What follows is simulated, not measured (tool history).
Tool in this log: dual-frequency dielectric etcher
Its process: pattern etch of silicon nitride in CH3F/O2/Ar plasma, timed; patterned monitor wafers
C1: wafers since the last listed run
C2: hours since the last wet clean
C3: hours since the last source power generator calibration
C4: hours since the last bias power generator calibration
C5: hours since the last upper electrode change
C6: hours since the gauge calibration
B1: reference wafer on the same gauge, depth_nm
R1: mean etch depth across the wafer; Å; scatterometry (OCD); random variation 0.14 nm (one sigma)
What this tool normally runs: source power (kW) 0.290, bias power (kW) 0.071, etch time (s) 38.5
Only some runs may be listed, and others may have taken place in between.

{"run": 1, "hour": 0.0, "source power (kW)": 0.29, "bias power (kW)": 0.071, "etch time (s)": 38.5, "C1": 0, "C2": 394.0, "C3": 2708.5, "C4": 129.8, "C5": 4219.4, "C6": 171.8, "B1": 24.7, "R1": 242.7}
{"run": 2, "hour": 29.9, "source power (kW)": 0.29, "bias power (kW)": 0.071, "etch time (s)": 38.5, "C1": 465, "C2": 423.9, "C3": 2738.4, "C4": 159.7, "C5": 4249.3, "C6": 201.7, "B1": 24.69, "R1": 241.2}
{"hour": 56.4, "done": "upper electrode replaced"}
{"hour": 81.7, "done": "wet clean of the chamber"}
{"run": 3, "hour": 94.2, "source power (kW)": 0.29, "bias power (kW)": 0.071, "etch time (s)": 38.5, "C1": 253, "C2": 12.5, "C3": 2802.7, "C4": 224.0, "C5": 37.8, "C6": 266.0, "B1": 24.75, "R1": 236.5}
{"run": 4, "hour": 158.6, "source power (kW)": 0.29, "bias power (kW)": 0.071, "etch time (s)": 38.5, "C1": 1001, "C2": 76.9, "C3": 2867.1, "C4": 288.4, "C5": 102.2, "C6": 330.4, "B1": 24.66, "R1": 235.2}
{"run": 5, "hour": 204.9, "source power (kW)": 0.29, "bias power (kW)": 0.075, "etch time (s)": 38.5, "C1": 720, "C2": 123.2, "C3": 2913.4, "C4": 334.7, "C5": 148.5, "C6": 376.7, "B1": 24.68, "R1": 244.7}
{"run": 6, "hour": 245.9, "source power (kW)": 0.29, "bias power (kW)": 0.075, "etch time (s)": 38.5, "C1": 637, "C2": 164.2, "C3": 2954.4, "C4": 375.7, "C5": 189.5, "C6": 417.7, "B1": 24.8, "R1": 243.0}
{"run": 7, "hour": 281.9, "source power (kW)": 0.25, "bias power (kW)": 0.088, "etch time (s)": 32.5, "C1": 559, "C2": 200.2, "C3": 2990.4, "C4": 411.7, "C5": 225.5, "C6": 453.7, "B1": 24.71, "R1": 207.8}
{"hour": 372.6, "done": "source power generator calibrated"}
{"run": 8, "hour": 490.0, "source power (kW)": 0.27, "bias power (kW)": 0.071, "etch time (s)": 46.5, "C1": 3174, "C2": 408.3, "C3": 117.4, "C4": 619.8, "C5": 433.6, "C6": 661.8, "B1": 24.72, "R1": 283.8}
{"run": 9, "hour": 525.5, "source power (kW)": 0.25, "bias power (kW)": 0.064, "etch time (s)": 41.5, "C1": 552, "C2": 443.8, "C3": 152.9, "C4": 655.3, "C5": 469.1, "C6": 697.3, "B1": 24.79, "R1": 235.9}
{"run": 10, "hour": 575.9, "source power (kW)": 0.29, "bias power (kW)": 0.062, "etch time (s)": 38.5, "C1": 783, "C2": 494.2, "C3": 203.3, "C4": 705.7, "C5": 519.5, "C6": 747.7, "B1": 24.69, "R1": 231.7}
{"hour": 633.2, "done": "wet clean of the chamber"}
{"run": 11, "hour": 633.7, "source power (kW)": 0.35, "bias power (kW)": 0.071, "etch time (s)": 38.5, "C1": 525, "C2": 0.5, "C3": 261.1, "C4": 763.5, "C5": 577.3, "C6": 805.5, "B1": 24.6, "R1": 253.7}
{"run": 12, "hour": 704.0, "source power (kW)": 0.29, "bias power (kW)": 0.071, "etch time (s)": 38.5, "C1": 1093, "C2": 70.8, "C3": 331.4, "C4": 833.8, "C5": 647.6, "C6": 875.8, "B1": 24.74, "R1": 234.6}
{"run": 13, "hour": 733.6, "source power (kW)": 0.34, "bias power (kW)": 0.081, "etch time (s)": 33.5, "C1": 460, "C2": 100.4, "C3": 361.0, "C4": 863.4, "C5": 677.2, "C6": 905.4, "B1": 24.75, "R1": 230.9}
{"run": 14, "hour": 770.2, "source power (kW)": 0.24, "bias power (kW)": 0.071, "etch time (s)": 38.5, "C1": 569, "C2": 137.0, "C3": 397.6, "C4": 900.0, "C5": 713.8, "C6": 942.0, "B1": 24.72, "R1": 214.4}
{"run": 15, "hour": 826.7, "source power (kW)": 0.32, "bias power (kW)": 0.065, "etch time (s)": 27.0, "C1": 878, "C2": 193.5, "C3": 454.1, "C4": 956.5, "C5": 770.3, "C6": 998.5, "B1": 24.69, "R1": 167.2}
{"run": 16, "hour": 876.1, "source power (kW)": 0.34, "bias power (kW)": 0.087, "etch time (s)": 27.5, "C1": 768, "C2": 242.9, "C3": 503.5, "C4": 1005.9, "C5": 819.7, "C6": 1047.9, "B1": 24.7, "R1": 200.6}
{"run": 17, "hour": 924.9, "source power (kW)": 0.29, "bias power (kW)": 0.071, "etch time (s)": 38.5, "C1": 758, "C2": 291.7, "C3": 552.3, "C4": 1054.7, "C5": 868.5, "C6": 1096.7, "B1": 24.69, "R1": 239.3}
{"run": 18, "hour": 957.5, "source power (kW)": 0.35, "bias power (kW)": 0.065, "etch time (s)": 48.5, "C1": 507, "C2": 324.3, "C3": 584.9, "C4": 1087.3, "C5": 901.1, "C6": 1129.3, "B1": 24.79, "R1": 313.6}
{"run": 19, "hour": 1022.9, "source power (kW)": 0.29, "bias power (kW)": 0.064, "etch time (s)": 32.5, "C1": 1017, "C2": 389.7, "C3": 650.3, "C4": 1152.7, "C5": 966.5, "C6": 1194.7, "B1": 24.66, "R1": 196.1}
{"run": 20, "hour": 1080.3, "source power (kW)": 0.32, "bias power (kW)": 0.063, "etch time (s)": 38.5, "C1": 892, "C2": 447.1, "C3": 707.7, "C4": 1210.1, "C5": 1023.9, "C6": 1252.1, "B1": 24.67, "R1": 240.1}
{"hour": 1118.0, "done": "wet clean of the chamber"}
{"run": 21, "hour": 1126.7, "source power (kW)": 0.29, "bias power (kW)": 0.071, "etch time (s)": 38.5, "C1": 348, "C2": 8.7, "C3": 754.1, "C4": 1256.5, "C5": 1070.3, "C6": 1298.5, "B1": 24.79, "R1": 232.5}
{"run": 22, "hour": 1196.0, "source power (kW)": 0.33, "bias power (kW)": 0.071, "etch time (s)": 42.5, "C1": 1077, "C2": 78.0, "C3": 823.4, "C4": 1325.8, "C5": 1139.6, "C6": 1367.8, "B1": 24.73, "R1": 274.7}
{"run": 23, "hour": 1233.0, "source power (kW)": 0.32, "bias power (kW)": 0.061, "etch time (s)": 49.0, "C1": 575, "C2": 115.0, "C3": 860.4, "C4": 1362.8, "C5": 1176.6, "C6": 1404.8, "B1": 24.61, "R1": 294.1}
{"run": 24, "hour": 1279.4, "source power (kW)": 0.34, "bias power (kW)": 0.087, "etch time (s)": 46.5, "C1": 721, "C2": 161.4, "C3": 906.8, "C4": 1409.2, "C5": 1223.0, "C6": 1451.2, "B1": 24.72, "R1": 330.2}
{"run": 25, "hour": 1346.4, "source power (kW)": 0.34, "bias power (kW)": 0.081, "etch time (s)": 33.5, "C1": 1042, "C2": 228.4, "C3": 973.8, "C4": 1476.2, "C5": 1290.0, "C6": 1518.2, "B1": 24.72, "R1": 234.5}
{"run": 26, "hour": 1396.6, "source power (kW)": 0.26, "bias power (kW)": 0.071, "etch time (s)": 38.5, "C1": 780, "C2": 278.6, "C3": 1024.0, "C4": 1526.4, "C5": 1340.2, "C6": 1568.4, "B1": 24.77, "R1": 226.0}
{"run": 27, "hour": 1457.6, "source power (kW)": 0.32, "bias power (kW)": 0.071, "etch time (s)": 38.5, "C1": 948, "C2": 339.6, "C3": 1085.0, "C4": 1587.4, "C5": 1401.2, "C6": 1629.4, "B1": 24.74, "R1": 251.8}
{"run": 28, "hour": 1522.1, "source power (kW)": 0.26, "bias power (kW)": 0.079, "etch time (s)": 47.5, "C1": 1003, "C2": 404.1, "C3": 1149.5, "C4": 1651.9, "C5": 1465.7, "C6": 1693.9, "B1": 24.73, "R1": 295.7}
{"hour": 1626.0, "done": "wet clean of the chamber"}
{"run": 29, "hour": 1672.2, "source power (kW)": 0.29, "bias power (kW)": 0.071, "etch time (s)": 38.5, "C1": 1961, "C2": 46.2, "C3": 1299.6, "C4": 1802.0, "C5": 1615.8, "C6": 1844.0, "B1": 24.59, "R1": 234.1}
{"run": 30, "hour": 1708.4, "source power (kW)": 0.29, "bias power (kW)": 0.071, "etch time (s)": 38.5, "C1": 563, "C2": 82.4, "C3": 1335.8, "C4": 1838.2, "C5": 1652.0, "C6": 1880.2, "B1": 24.69, "R1": 234.7}

Run by run, hidden condition taken away, random variation retained:
The tool's hidden condition here consists of: etch rate over this chamber's usual, %; source power that arrives over what is set, %; bias power that arrives over what is set, %; gauge reads high (%).
run=1 R1=234.7
run=2 R1=232.6
run=3 R1=234.2
run=4 R1=231.6
run=5 R1=239.9
run=6 R1=237.3
run=7 R1=202.2
run=8 R1=270.8
run=9 R1=224.4
run=10 R1=219.4
run=11 R1=253.7
run=12 R1=233.0
run=13 R1=228.7
run=14 R1=211.7
run=15 R1=164.1
run=16 R1=196.0
run=17 R1=232.8
run=18 R1=304.1
run=19 R1=189.0
run=20 R1=230.2
run=21 R1=233.2
run=22 R1=273.7
run=23 R1=292.0
run=24 R1=326.4
run=25 R1=230.3
run=26 R1=220.9
run=27 R1=244.8
run=28 R1=285.7
run=29 R1=232.4
run=30 R1=232.2

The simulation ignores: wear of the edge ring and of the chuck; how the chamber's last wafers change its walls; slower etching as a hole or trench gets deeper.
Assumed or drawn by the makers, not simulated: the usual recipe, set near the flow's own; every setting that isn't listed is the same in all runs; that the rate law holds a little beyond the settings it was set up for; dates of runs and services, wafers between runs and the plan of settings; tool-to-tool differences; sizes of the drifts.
